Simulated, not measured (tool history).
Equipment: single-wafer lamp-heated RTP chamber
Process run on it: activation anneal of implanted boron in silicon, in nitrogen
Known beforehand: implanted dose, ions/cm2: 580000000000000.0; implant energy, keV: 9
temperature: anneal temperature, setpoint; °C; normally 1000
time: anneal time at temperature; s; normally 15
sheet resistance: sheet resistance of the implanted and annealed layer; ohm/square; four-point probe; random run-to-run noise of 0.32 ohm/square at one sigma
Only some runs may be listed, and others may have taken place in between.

| run | hour | temperature | time | read-back reference wafer on the same gauge, sheet resistance | sheet resistance |
|---|---|---|---|---|---|
| 1 | 0.0 | 1000 | 15 | 221.03 | 204.09 |
| 2 | 63.9 | 1000 | 15 | 221.01 | 203.39 |
| 3 | 123.7 | 1000 | 8 | 221.04 | 205.36 |
| 4 | 173.1 | 1000 | 15 | 220.92 | 206.01 |
| 5 | 253.6 | 1000 | 15 | 220.97 | 205.30 |
| 6 | 310.7 | 1000 | 15 | 220.99 | 206.04 |
| 7 | 409.9 | 1000 | 9 | 221.02 | 205.85 |
| 8 | 471.2 | 1000 | 18 | 221.01 | 204.74 |
| 9 | 551.4 | 1000 | 18 | 221.02 | 203.49 |
| 10 | 646.1 | 1000 | 18 | 221.01 | 203.98 |
| 11 | 696.4 | 992 | 8 | 221.02 | 206.44 |
| 12 | 788.8 | 992 | 8 | 221.00 | 205.43 |
| 13 | 879.2 | 1000 | 15 | 221.05 | 204.91 |
| 14 | 978.7 | 1000 | 15 | 221.03 | 206.37 |
| 15 | 1068.7 | 1000 | 11 | 221.03 | 206.42 |
| 16 | 1128.9 | 978 | 15 | 221.03 | 213.30 |
| 17 | 1198.9 | 1000 | 20 | 221.02 | 204.15 |
| 18 | 1284.9 | 1000 | 15 | 220.97 | 204.77 |
| 19 | 1365.5 | 984 | 20 | 220.98 | 206.79 |
| 20 | 1421.9 | 1022 | 21 | 220.93 | 201.61 |
| 21 | 1648.4 | 1025 | 10 | 220.94 | 203.83 |
| 22 | 1740.1 | 990 | 23 | 221.04 | 207.06 |
| 23 | 1840.2 | 981 | 21 | 221.10 | 209.74 |
| 24 | 1896.7 | 1000 | 15 | 221.05 | 205.03 |
| 25 | 1966.6 | 1029 | 23 | 221.10 | 201.43 |
| 26 | 2052.8 | 1000 | 15 | 221.05 | 204.20 |
| 27 | 2116.8 | 1009 | 24 | 221.11 | 202.61 |
| 28 | 2192.9 | 1000 | 15 | 220.97 | 204.02 |
| 29 | 2251.7 | 1000 | 15 | 220.99 | 204.64 |
| 30 | 2347.7 | 1000 | 15 | 221.03 | 203.59 |
| 31 | 2396.7 | 1022 | 18 | 220.96 | 203.11 |
| 32 | 2473.2 | 1024 | 11 | 221.07 | 204.06 |
| 33 | 2516.9 | 991 | 18 | 220.98 | 207.84 |
| 34 | 2778.0 | 1020 | 15 | 220.99 | 202.97 |
| 35 | 2832.5 | 1000 | 15 | 220.99 | 204.56 |
| 36 | 2925.2 | 986 | 15 | 221.03 | 206.84 |

Put back what was entered between runs (9 entries, withheld): which listed runs does each sit between, and how does the hidden state differ from the listed run before to the listed run after?
Logged between run 2 and run 3: reflector plate cleaned (hour 121.4)
  true wafer temperature minus pyrometer reading, K: 9.98 -> 11; wafer temperature error from the tarnished reflector plate, K: 11 -> 1.91
  measured result minus the result with no hidden state, sheet resistance: -2.95 -> -2.57 ohm/square
Logged between run 3 and run 4: pyrometer window cleaned and pyrometer calibrated (hour 150.5)
  true wafer temperature minus pyrometer reading, K: 11 -> 0.726; wafer temperature error from the tarnished reflector plate, K: 1.91 -> 1.95
  measured result minus the result with no hidden state, sheet resistance: -2.57 -> -0.63 ohm/square
Logged between run 12 and run 13: reflector plate cleaned (hour 864.2)
  true wafer temperature minus pyrometer reading, K: 11 -> 12.5; wafer temperature error from the tarnished reflector plate, K: 8.74 -> 1.67
  measured result minus the result with no hidden state, sheet resistance: -5.43 -> -2.38 ohm/square
Logged between run 13 and run 14: pyrometer window cleaned and pyrometer calibrated (hour 966.4)
  true wafer temperature minus pyrometer reading, K: 12.5 -> 0.708; wafer temperature error from the tarnished reflector plate, K: 1.67 -> 1.86
  measured result minus the result with no hidden state, sheet resistance: -2.38 -> -0.60 ohm/square
Logged between run 19 and run 20: gauge calibrated (hour 1402.2)
  true wafer temperature minus pyrometer reading, K: 7.14 -> 8.07; wafer temperature error from the tarnished reflector plate, K: 5.52 -> 6.43
  measured result minus the result with no hidden state, sheet resistance: -5.08 -> -0.94 ohm/square
Logged between run 20 and run 21: reflector plate cleaned (hour 1647.9)
  true wafer temperature minus pyrometer reading, K: 8.07 -> 11.8; wafer temperature error from the tarnished reflector plate, K: 6.43 -> 1.22
  measured result minus the result with no hidden state, sheet resistance: -0.94 -> -0.60 ohm/square
Logged between run 21 and run 22: pyrometer window cleaned and pyrometer calibrated (hour 1678.6)
  true wafer temperature minus pyrometer reading, K: 11.8 -> 3.17; wafer temperature error from the tarnished reflector plate, K: 1.22 -> 1.35
  measured result minus the result with no hidden state, sheet resistance: -0.60 -> -1.56 ohm/square
Logged between run 30 and run 31: reflector plate cleaned (hour 2374.4); pyrometer window cleaned and pyrometer calibrated (hour 2395.6)
  true wafer temperature minus pyrometer reading, K: 13.3 -> 0.828; wafer temperature error from the tarnished reflector plate, K: 8.74 -> 0.639
  measured result minus the result with no hidden state, sheet resistance: -3.02 -> -0.11 ohm/square

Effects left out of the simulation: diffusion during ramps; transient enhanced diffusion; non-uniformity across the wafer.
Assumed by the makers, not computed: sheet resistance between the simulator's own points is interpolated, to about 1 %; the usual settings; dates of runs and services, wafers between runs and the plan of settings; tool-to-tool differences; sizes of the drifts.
